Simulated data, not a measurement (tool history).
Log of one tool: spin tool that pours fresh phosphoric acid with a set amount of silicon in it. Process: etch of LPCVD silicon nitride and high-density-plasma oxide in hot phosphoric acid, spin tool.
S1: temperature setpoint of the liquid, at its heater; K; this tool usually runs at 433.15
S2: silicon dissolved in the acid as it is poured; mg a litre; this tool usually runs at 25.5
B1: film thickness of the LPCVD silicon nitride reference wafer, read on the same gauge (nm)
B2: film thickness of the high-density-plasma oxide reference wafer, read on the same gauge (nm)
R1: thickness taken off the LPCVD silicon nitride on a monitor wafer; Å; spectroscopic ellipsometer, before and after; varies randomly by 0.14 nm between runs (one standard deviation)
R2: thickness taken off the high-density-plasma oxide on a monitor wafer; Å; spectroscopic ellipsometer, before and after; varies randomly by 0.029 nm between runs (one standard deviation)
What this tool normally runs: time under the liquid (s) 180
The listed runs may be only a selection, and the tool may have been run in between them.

Run 1, day 0.000: usual settings; B1 68.75; B2 29.476. Result: R1 176.8 Å, R2 4.44 Å.
Run 2, day 2.075: usual settings; B1 68.66; B2 29.394. Result: R1 177.1 Å, R2 3.99 Å.
Run 3, day 6.475: usual settings; B1 68.44; B2 29.320. Result: R1 175.9 Å, R2 4.34 Å.
Run 4, day 8.450: usual settings; B1 68.35; B2 29.283. Result: R1 175.8 Å, R2 4.63 Å.
Run 5, day 11.392: usual settings but S1 430.65 K; B1 68.24; B2 29.230. Result: R1 159.8 Å, R2 4.08 Å.
At day 15.150: gauge calibrated.
Run 6, day 15.404: usual settings but S1 430.65 K; B1 70.18; B2 30.072. Result: R1 164.8 Å, R2 3.60 Å.
Run 7, day 17.342: usual settings but time under the liquid (s) 220; B1 70.07; B2 30.051. Result: R1 220.7 Å, R2 5.60 Å.
Run 8, day 20.008: usual settings but time under the liquid (s) 220; B1 70.00; B2 29.975. Result: R1 219.7 Å, R2 5.51 Å.
Run 9, day 22.992: usual settings but S2 37.0 mg a litre, time under the liquid (s) 105; B1 69.82; B2 29.930. Result: R1 104.1 Å, R2 1.54 Å.
Run 10, day 24.762: usual settings but S1 435.15 K, time under the liquid (s) 95; B1 69.75; B2 29.879. Result: R1 99.8 Å, R2 2.96 Å.
Run 11, day 26.267: usual settings but S1 431.15 K, S2 32.0 mg a litre, time under the liquid (s) 120; B1 69.65; B2 29.863. Result: R1 111.0 Å, R2 2.08 Å.
Run 12, day 28.904: usual settings but S2 37.0 mg a litre; B1 69.55; B2 29.800. Result: R1 176.7 Å, R2 2.37 Å.
Run 13, day 32.175: usual settings but time under the liquid (s) 85; B1 69.40; B2 29.772. Result: R1 85.1 Å, R2 2.24 Å.
Run 14, day 34.012: usual settings but S1 434.15 K, S2 38.5 mg a litre, time under the liquid (s) 265; B1 69.31; B2 29.709. Result: R1 272.0 Å, R2 4.17 Å.
At day 35.317: dissolved silicon flow meter replaced.
Run 15, day 35.954: usual settings; B1 69.22; B2 29.682. Result: R1 176.1 Å, R2 4.56 Å.
At day 48.267: thermometer replaced.
Run 16, day 48.554: usual settings but S1 434.15 K, S2 35.0 mg a litre, time under the liquid (s) 245; B1 68.59; B2 29.387. Result: R1 247.4 Å, R2 4.15 Å.
At day 51.838: heated supply line repaired.
Run 17, day 52.921: usual settings but S1 434.65 K, S2 5.0 mg a litre, time under the liquid (s) 260; B1 68.40; B2 29.323. Result: R1 265.4 Å, R2 11.02 Å.
Run 18, day 55.054: usual settings but S1 430.65 K, S2 7.0 mg a litre, time under the liquid (s) 80; B1 68.33; B2 29.304. Result: R1 71.3 Å, R2 2.46 Å.
Run 19, day 66.775: usual settings but S1 434.65 K, S2 36.0 mg a litre, time under the liquid (s) 75; B1 67.77; B2 29.051. Result: R1 76.2 Å, R2 1.31 Å.
At day 67.804: dissolved silicon flow meter replaced.
At day 68.521: gauge calibrated.
Run 20, day 71.000: usual settings but S1 431.15 K, S2 32.0 mg a litre, time under the liquid (s) 120; B1 70.29; B2 30.142. Result: R1 110.7 Å, R2 2.05 Å.

Branching from run 20: 5 alternative next runs. What would each branch give?
Run A, day 71.021: usual settings; B1 ?; B2 ?. Result: R1 ?, R2 ?.
Run B, day 71.021: usual settings but S2 42.0 mg a litre; B1 ?; B2 ?. Result: R1 ?, R2 ?.
Run C, day 71.021: usual settings but S1 432.15 K; B1 ?; B2 ?. Result: R1 ?, R2 ?.
Run D, day 71.021: usual settings but S2 13.5 mg a litre; B1 ?; B2 ?. Result: R1 ?, R2 ?.
Run E, day 71.021: usual settings but S1 432.15 K, time under the liquid (s) 135; B1 ?; B2 ?. Result: R1 ?, R2 ?.

run     B1      B2     R1    R2
  A  70.29  30.131  178.6  4.26
  B  70.29  30.131  178.6  1.88
  C  70.29  30.131  172.7  3.96
  D  70.29  30.131  178.6  6.00
  E  70.29  30.131  129.5  2.97
Had the tool no hidden state, the same runs would have come out as:
run     R1    R2
  A  177.8  4.25
  B  177.8  1.87
  C  171.9  3.94
  D  177.8  5.97
  E  128.9  2.96

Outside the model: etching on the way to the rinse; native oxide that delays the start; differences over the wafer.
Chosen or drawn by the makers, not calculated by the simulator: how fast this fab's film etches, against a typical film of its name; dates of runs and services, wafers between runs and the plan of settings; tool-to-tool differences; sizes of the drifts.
